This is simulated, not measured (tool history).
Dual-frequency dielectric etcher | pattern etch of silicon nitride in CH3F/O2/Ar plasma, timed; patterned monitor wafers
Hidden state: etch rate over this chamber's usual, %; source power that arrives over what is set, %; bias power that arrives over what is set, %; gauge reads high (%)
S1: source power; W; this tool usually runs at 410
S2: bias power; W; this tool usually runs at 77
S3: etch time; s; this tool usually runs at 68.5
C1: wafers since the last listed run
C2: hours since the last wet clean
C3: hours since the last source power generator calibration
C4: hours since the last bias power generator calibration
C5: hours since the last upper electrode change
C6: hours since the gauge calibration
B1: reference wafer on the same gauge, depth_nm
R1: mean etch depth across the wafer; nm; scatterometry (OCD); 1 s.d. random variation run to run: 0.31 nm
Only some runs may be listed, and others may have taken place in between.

| run | hour | S1 | S2 | S3 | C1 | C2 | C3 | C4 | C5 | C6 | B1 | R1 |
|---|---|---|---|---|---|---|---|---|---|---|---|---|
| 1 | 0.0 | 410 | 77 | 60.5 | 0 | 500.3 | 4687.9 | 1319.9 | 2266.4 | 370.8 | 44.86 | 48.30 |
| 2 | 9.2 | 410 | 77 | 60.5 | 85 | 509.5 | 4697.1 | 1329.1 | 2275.6 | 380.0 | 45.00 | 47.92 |
| 3 | 17.2 | 410 | 77 | 68.5 | 74 | 517.5 | 4705.1 | 1337.1 | 2283.6 | 388.0 | 45.00 | 54.82 |
| 4 | 35.0 | 410 | 77 | 68.5 | 165 | 535.3 | 4722.9 | 1354.9 | 2301.4 | 405.8 | 45.10 | 55.27 |
| 5 | 48.4 | 410 | 77 | 68.5 | 124 | 548.7 | 4736.3 | 1368.3 | 2314.8 | 419.2 | 44.99 | 54.47 |
|  | 51.2 | gauge calibrated |
| 6 | 65.9 | 410 | 77 | 68.5 | 162 | 566.2 | 4753.8 | 1385.8 | 2332.3 | 14.7 | 45.14 | 54.67 |
| 7 | 74.8 | 410 | 77 | 68.5 | 82 | 575.1 | 4762.7 | 1394.7 | 2341.2 | 23.6 | 44.99 | 54.56 |
| 8 | 87.3 | 410 | 77 | 68.5 | 116 | 587.6 | 4775.2 | 1407.2 | 2353.7 | 36.1 | 45.00 | 55.07 |
| 9 | 97.9 | 390 | 77 | 68.5 | 98 | 598.2 | 4785.8 | 1417.8 | 2364.3 | 46.7 | 45.08 | 54.31 |
|  | 129.4 | bias power generator calibrated |
|  | 150.5 | wet clean of the chamber |
| 10 | 151.0 | 390 | 77 | 68.5 | 260 | 0.5 | 4838.9 | 21.6 | 2417.4 | 99.8 | 45.03 | 51.66 |
| 11 | 151.3 | 410 | 77 | 61.5 | 2 | 0.8 | 4839.2 | 21.9 | 2417.7 | 100.1 | 44.97 | 46.95 |
| 12 | 151.6 | 510 | 59 | 68.5 | 2 | 1.1 | 4839.5 | 22.2 | 2418.0 | 100.4 | 45.01 | 47.42 |
| 13 | 154.9 | 310 | 95 | 68.5 | 30 | 4.4 | 4842.8 | 25.5 | 2421.3 | 103.7 | 44.99 | 53.95 |
| 14 | 167.6 | 320 | 59 | 68.5 | 117 | 17.1 | 4855.5 | 38.2 | 2434.0 | 116.4 | 45.04 | 41.12 |
| 15 | 174.3 | 410 | 77 | 49.0 | 62 | 23.8 | 4862.2 | 44.9 | 2440.7 | 123.1 | 44.93 | 37.44 |
|  | 184.6 | source power generator calibrated |
| 16 | 188.0 | 410 | 71 | 79.5 | 90 | 37.5 | 3.4 | 58.6 | 2454.4 | 136.8 | 44.93 | 58.17 |
|  | 216.7 | upper electrode replaced |
| 17 | 217.2 | 380 | 85 | 86.0 | 48 | 66.7 | 32.6 | 87.8 | 0.5 | 166.0 | 45.03 | 68.50 |
| 18 | 217.5 | 310 | 95 | 68.5 | 2 | 67.0 | 32.9 | 88.1 | 0.8 | 166.3 | 44.99 | 54.26 |
| 19 | 221.5 | 460 | 77 | 68.5 | 37 | 71.0 | 36.9 | 92.1 | 4.8 | 170.3 | 45.02 | 54.25 |
| 20 | 232.5 | 490 | 88 | 48.5 | 102 | 82.0 | 47.9 | 103.1 | 15.8 | 181.3 | 44.89 | 41.64 |
| 21 | 242.1 | 450 | 84 | 68.5 | 89 | 91.6 | 57.5 | 112.7 | 25.4 | 190.9 | 45.09 | 56.13 |
| 22 | 259.9 | 440 | 63 | 87.0 | 165 | 109.4 | 75.3 | 130.5 | 43.2 | 208.7 | 44.96 | 61.00 |
| 23 | 268.2 | 410 | 77 | 68.5 | 77 | 117.7 | 83.6 | 138.8 | 51.5 | 217.0 | 44.98 | 53.25 |
| 24 | 322.0 | 390 | 77 | 68.5 | 499 | 171.5 | 137.4 | 192.6 | 105.3 | 270.8 | 44.93 | 52.09 |
| 25 | 338.1 | 470 | 70 | 68.5 | 149 | 187.6 | 153.5 | 208.7 | 121.4 | 286.9 | 45.10 | 51.74 |
| 26 | 355.0 | 410 | 77 | 68.5 | 156 | 204.5 | 170.4 | 225.6 | 138.3 | 303.8 | 44.99 | 53.45 |
| 27 | 372.5 | 410 | 92 | 68.5 | 162 | 222.0 | 187.9 | 243.1 | 155.8 | 321.3 | 45.01 | 59.11 |
| 28 | 379.3 | 490 | 89 | 68.5 | 63 | 228.8 | 194.7 | 249.9 | 162.6 | 328.1 | 44.91 | 59.95 |
| 29 | 420.8 | 340 | 77 | 57.5 | 385 | 270.3 | 236.2 | 291.4 | 204.1 | 369.6 | 45.02 | 42.06 |
| 30 | 428.6 | 330 | 89 | 68.5 | 72 | 278.1 | 244.0 | 299.2 | 211.9 | 377.4 | 45.14 | 54.49 |

Forecast each of these 4 alternatives for the next run:
| A | 429.0 | 410 | 77 | 88.0 | 3 | 278.5 | 244.4 | 299.6 | 212.3 | 377.8 | ? | ? |
| B | 429.0 | 490 | 60 | 85.0 | 3 | 278.5 | 244.4 | 299.6 | 212.3 | 377.8 | ? | ? |
| C | 429.0 | 350 | 64 | 57.5 | 3 | 278.5 | 244.4 | 299.6 | 212.3 | 377.8 | ? | ? |
| D | 429.0 | 360 | 59 | 62.5 | 3 | 278.5 | 244.4 | 299.6 | 212.3 | 377.8 | ? | ? |

| run | B1 | R1 |
|---|---|---|
| A | 44.85 | 69.03 |
| B | 44.85 | 60.83 |
| C | 44.85 | 38.85 |
| D | 44.85 | 40.51 |
What these runs would have given with no unlogged condition in the tool:
| run | R1 |
|---|---|
| A | 67.25 |
| B | 59.26 |
| C | 37.84 |
| D | 39.46 |

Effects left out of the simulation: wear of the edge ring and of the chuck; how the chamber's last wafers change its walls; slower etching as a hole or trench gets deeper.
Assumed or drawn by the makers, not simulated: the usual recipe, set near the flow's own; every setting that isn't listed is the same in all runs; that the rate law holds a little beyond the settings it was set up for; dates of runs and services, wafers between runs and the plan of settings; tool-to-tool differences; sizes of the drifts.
